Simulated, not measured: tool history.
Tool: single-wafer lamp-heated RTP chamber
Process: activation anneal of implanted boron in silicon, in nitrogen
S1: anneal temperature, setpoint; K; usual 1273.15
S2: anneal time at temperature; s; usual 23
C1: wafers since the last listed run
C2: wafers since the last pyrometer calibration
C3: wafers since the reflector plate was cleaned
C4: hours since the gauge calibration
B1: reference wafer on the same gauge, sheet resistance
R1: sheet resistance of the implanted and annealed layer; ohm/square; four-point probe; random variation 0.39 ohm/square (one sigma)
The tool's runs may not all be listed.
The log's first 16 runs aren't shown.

{"run": 17, "hour": 1505.7, "S1": 1295.15, "S2": 23, "C1": 1087, "C2": 3762, "C3": 5795, "C4": 797.8, "B1": 200.91, "R1": 219.27}
{"run": 18, "hour": 1573.8, "S1": 1250.15, "S2": 13, "C1": 794, "C2": 4557, "C3": 6589, "C4": 865.9, "B1": 200.97, "R1": 234.05}
{"run": 19, "hour": 1631.0, "S1": 1251.15, "S2": 18, "C1": 667, "C2": 5224, "C3": 7257, "C4": 923.1, "B1": 201.1, "R1": 230.15}
{"run": 20, "hour": 1707.6, "S1": 1248.15, "S2": 23, "C1": 893, "C2": 6118, "C3": 8151, "C4": 999.7, "B1": 201.05, "R1": 230.91}
{"run": 21, "hour": 1805.1, "S1": 1293.15, "S2": 33, "C1": 1137, "C2": 7255, "C3": 9288, "C4": 1097.2, "B1": 201.04, "R1": 218.12}
{"run": 22, "hour": 1878.7, "S1": 1254.15, "S2": 16, "C1": 858, "C2": 8114, "C3": 10147, "C4": 1170.8, "B1": 200.95, "R1": 228.35}
{"hour": 1950.5, "done": "pyrometer window cleaned and pyrometer calibrated"}
{"run": 23, "hour": 1976.9, "S1": 1273.15, "S2": 23, "C1": 1052, "C2": 308, "C3": 11199, "C4": 1269.0, "B1": 201.02, "R1": 221.45}
{"hour": 2082.5, "done": "reflector plate cleaned"}
{"run": 24, "hour": 2127.0, "S1": 1255.15, "S2": 15, "C1": 1658, "C2": 1966, "C3": 519, "C4": 1419.1, "B1": 201.09, "R1": 229.82}
{"run": 25, "hour": 2230.3, "S1": 1273.15, "S2": 23, "C1": 1205, "C2": 3171, "C3": 1724, "C4": 1522.4, "B1": 201.09, "R1": 222.01}
{"run": 26, "hour": 2308.7, "S1": 1282.15, "S2": 17, "C1": 914, "C2": 4086, "C3": 2639, "C4": 1600.8, "B1": 200.89, "R1": 220.19}
{"run": 27, "hour": 2385.5, "S1": 1254.15, "S2": 16, "C1": 896, "C2": 4982, "C3": 3535, "C4": 1677.6, "B1": 200.97, "R1": 228.79}
{"run": 28, "hour": 2469.2, "S1": 1263.15, "S2": 12, "C1": 976, "C2": 5958, "C3": 4511, "C4": 1761.3, "B1": 200.82, "R1": 225.01}
{"run": 29, "hour": 2571.8, "S1": 1262.15, "S2": 14, "C1": 1197, "C2": 7155, "C3": 5708, "C4": 1863.9, "B1": 200.92, "R1": 224.61}
{"run": 30, "hour": 2648.4, "S1": 1262.15, "S2": 23, "C1": 893, "C2": 8049, "C3": 6602, "C4": 1940.5, "B1": 200.94, "R1": 223.05}
{"hour": 2684.6, "done": "pyrometer window cleaned and pyrometer calibrated"}
{"run": 31, "hour": 2697.1, "S1": 1293.15, "S2": 33, "C1": 474, "C2": 145, "C3": 7077, "C4": 1989.2, "B1": 201.03, "R1": 218.48}
{"run": 32, "hour": 2743.9, "S1": 1259.15, "S2": 29, "C1": 546, "C2": 691, "C3": 7623, "C4": 2036.0, "B1": 201.02, "R1": 225.83}
{"run": 33, "hour": 2847.2, "S1": 1247.15, "S2": 27, "C1": 1205, "C2": 1896, "C3": 8828, "C4": 2139.3, "B1": 201.07, "R1": 232.42}
{"run": 34, "hour": 2929.1, "S1": 1297.15, "S2": 31, "C1": 955, "C2": 2852, "C3": 9784, "C4": 2221.2, "B1": 201.03, "R1": 218.58}
{"run": 35, "hour": 3006.2, "S1": 1291.15, "S2": 14, "C1": 899, "C2": 3752, "C3": 10684, "C4": 2298.3, "B1": 201.03, "R1": 221.16}
{"run": 36, "hour": 3043.2, "S1": 1273.15, "S2": 23, "C1": 431, "C2": 4183, "C3": 11115, "C4": 2335.3, "B1": 201.08, "R1": 222.13}

4 ways to go on from here, each from the tool as it stands after run 36. What would each give?
{"run": "A", "hour": 3043.6, "S1": 1282.15, "S2": 23, "C1": 4, "C2": 4188, "C3": 11120, "C4": 2335.7, "B1": "?", "R1": "?"}
{"run": "B", "hour": 3043.6, "S1": 1257.15, "S2": 36, "C1": 4, "C2": 4188, "C3": 11120, "C4": 2335.7, "B1": "?", "R1": "?"}
{"run": "C", "hour": 3043.6, "S1": 1247.15, "S2": 23, "C1": 4, "C2": 4188, "C3": 11120, "C4": 2335.7, "B1": "?", "R1": "?"}
{"run": "D", "hour": 3043.6, "S1": 1289.15, "S2": 23, "C1": 4, "C2": 4188, "C3": 11120, "C4": 2335.7, "B1": "?", "R1": "?"}

run=A B1=200.93 R1=220.17
run=B B1=200.93 R1=224.75
run=C B1=200.93 R1=232.47
run=D B1=200.93 R1=219.52
Without the tool's hidden state the same runs would have given:
run=A R1=220.47
run=B R1=225.78
run=C R1=234.44
run=D R1=219.72
